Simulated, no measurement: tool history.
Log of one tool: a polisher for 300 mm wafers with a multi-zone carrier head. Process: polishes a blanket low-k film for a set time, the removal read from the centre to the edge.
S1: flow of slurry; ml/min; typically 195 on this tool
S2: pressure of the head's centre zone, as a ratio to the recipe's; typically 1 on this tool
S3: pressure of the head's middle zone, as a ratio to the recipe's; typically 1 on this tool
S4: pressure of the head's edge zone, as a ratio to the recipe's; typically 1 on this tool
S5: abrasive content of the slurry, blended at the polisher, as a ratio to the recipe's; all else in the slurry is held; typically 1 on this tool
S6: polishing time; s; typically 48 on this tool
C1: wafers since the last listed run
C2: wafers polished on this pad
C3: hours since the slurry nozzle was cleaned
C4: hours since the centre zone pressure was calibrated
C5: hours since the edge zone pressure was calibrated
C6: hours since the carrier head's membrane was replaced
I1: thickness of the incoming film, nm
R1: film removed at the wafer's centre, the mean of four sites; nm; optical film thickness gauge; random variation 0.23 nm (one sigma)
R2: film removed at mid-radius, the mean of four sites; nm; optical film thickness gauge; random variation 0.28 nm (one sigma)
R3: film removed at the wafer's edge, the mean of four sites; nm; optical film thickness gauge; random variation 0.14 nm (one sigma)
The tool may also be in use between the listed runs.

run 1 day=0 | S1=195 S2=1 S3=1.04 S4=1 S5=1 S6=48 | C1=0 C2=171 C3=399.3 C4=1404.8 C5=571.1 C6=0.5 | I1=606 | R1=20.9 R2=21 R3=20.1
run 2 day=0.092 | S1=195 S2=1 S3=1.04 S4=1 S5=1 S6=48 | C1=17 C2=188 C3=401.5 C4=1407 C5=573.3 C6=2.7 | I1=596.3 | R1=20.2 R2=21.2 R3=19.9
run 3 day=0.733 | S1=220 S2=1 S3=1 S4=1 S5=1.15 S6=59 | C1=121 C2=310 C3=416.9 C4=1422.4 C5=588.7 C6=18.1 | I1=605.9 | R1=28.1 R2=26.4 R3=26.2
run 4 day=1.454 | S1=230 S2=1.07 S3=1 S4=1 S5=1 S6=48 | C1=136 C2=447 C3=434.2 C4=1439.7 C5=606 C6=35.4 | I1=597.8 | R1=22.6 R2=20.4 R3=20.3
-- day=1.562 edge zone pressure recalibrated
run 5 day=3.317 | S1=195 S2=1 S3=1 S4=0.88 S5=1 S6=48 | C1=337 C2=785 C3=478.9 C4=1484.4 C5=42.1 C6=80.1 | I1=594.4 | R1=20.3 R2=20.5 R3=19.1
-- day=3.608 centre zone pressure recalibrated
run 6 day=3.629 | S1=195 S2=1 S3=1 S4=1 S5=1 S6=48 | C1=43 C2=828 C3=486.4 C4=0.5 C5=49.6 C6=87.6 | I1=602.6 | R1=20.5 R2=19.8 R3=19.7
run 7 day=4.188 | S1=225 S2=1 S3=1 S4=1.06 S5=1.25 S6=33 | C1=105 C2=934 C3=499.8 C4=13.9 C5=63 C6=101 | I1=601 | R1=15.8 R2=15.2 R3=15.6
-- day=4.542 worn pad replaced by a new one
run 8 day=4.704 | S1=195 S2=1 S3=1 S4=1 S5=1 S6=48 | C1=66 C2=30 C3=512.2 C4=26.3 C5=75.4 C6=113.4 | I1=600.1 | R1=20.5 R2=19.8 R3=20.1
-- day=4.804 slurry nozzle cleaned
run 9 day=5.196 | S1=195 S2=1 S3=1 S4=1 S5=1 S6=48 | C1=85 C2=115 C3=9.4 C4=38.1 C5=87.2 C6=125.2 | I1=594 | R1=19 R2=18.6 R3=19
run 10 day=7.208 | S1=195 S2=0.95 S3=1.09 S4=1 S5=1 S6=32 | C1=381 C2=497 C3=57.7 C4=86.4 C5=135.5 C6=173.5 | I1=601.5 | R1=11.8 R2=13 R3=12.5
run 11 day=7.912 | S1=195 S2=1 S3=1 S4=1 S5=1.05 S6=48 | C1=133 C2=631 C3=74.6 C4=103.3 C5=152.4 C6=190.4 | I1=601.9 | R1=18.8 R2=18.5 R3=19
run 12 day=8.238 | S1=195 S2=1 S3=1 S4=1 S5=1 S6=48 | C1=61 C2=693 C3=82.4 C4=111.1 C5=160.2 C6=198.2 | I1=595 | R1=18 R2=18.1 R3=18.7
run 13 day=8.829 | S1=195 S2=1.09 S3=1.1 S4=1 S5=1 S6=48 | C1=112 C2=805 C3=96.6 C4=125.3 C5=174.4 C6=212.4 | I1=603.2 | R1=19.8 R2=19 R3=18.2
-- day=9.179 worn pad replaced by a new one
run 14 day=9.475 | S1=155 S2=0.93 S3=1 S4=0.97 S5=1 S6=57 | C1=90 C2=56 C3=112.1 C4=140.8 C5=189.9 C6=227.9 | I1=607.3 | R1=17.6 R2=19.5 R3=20.4
run 15 day=10.208 | S1=195 S2=1 S3=1 S4=1 S5=1.2 S6=48 | C1=139 C2=195 C3=129.7 C4=158.4 C5=207.5 C6=245.5 | I1=589.8 | R1=18.8 R2=19.1 R3=19.9
run 16 day=10.958 | S1=245 S2=0.96 S3=1 S4=0.9 S5=1 S6=48 | C1=142 C2=337 C3=147.7 C4=176.4 C5=225.5 C6=263.5 | I1=613.3 | R1=18.3 R2=18.7 R3=18.2
-- day=11.25 slurry nozzle cleaned, repeated, since the last time left the tool worse
run 17 day=11.404 | S1=195 S2=1.12 S3=1 S4=1 S5=1 S6=48 | C1=76 C2=414 C3=3.7 C4=187.1 C5=236.2 C6=274.2 | I1=589.1 | R1=24.3 R2=20.8 R3=20.7
run 18 day=11.896 | S1=195 S2=1 S3=1.11 S4=1 S5=0.75 S6=63 | C1=93 C2=507 C3=15.5 C4=198.9 C5=248 C6=286 | I1=593.2 | R1=25 R2=26.1 R3=23.5
-- day=13.983 worn pad replaced by a new one
run 19 day=14.004 | S1=195 S2=1 S3=0.89 S4=1.09 S5=0.75 S6=58 | C1=368 C2=4 C3=66.1 C4=249.5 C5=298.6 C6=336.6 | I1=607.4 | R1=22.4 R2=20.2 R3=22

Expected results for the next run?
run 20 day=14.3 | S1=170 S2=1 S3=1 S4=1 S5=1 S6=37 | C1=56 C2=60 C3=73.2 C4=256.6 C5=305.7 C6=343.7 | I1=595.2 | R1=? R2=? R3=?

Run 20 gave R1 15.9 nm, R2 15.2 nm, R3 15.4 nm.
The same run, on a tool lacking any hidden state, would have yielded R1 16.2 nm, R2 15.5 nm, R3 15.6 nm.

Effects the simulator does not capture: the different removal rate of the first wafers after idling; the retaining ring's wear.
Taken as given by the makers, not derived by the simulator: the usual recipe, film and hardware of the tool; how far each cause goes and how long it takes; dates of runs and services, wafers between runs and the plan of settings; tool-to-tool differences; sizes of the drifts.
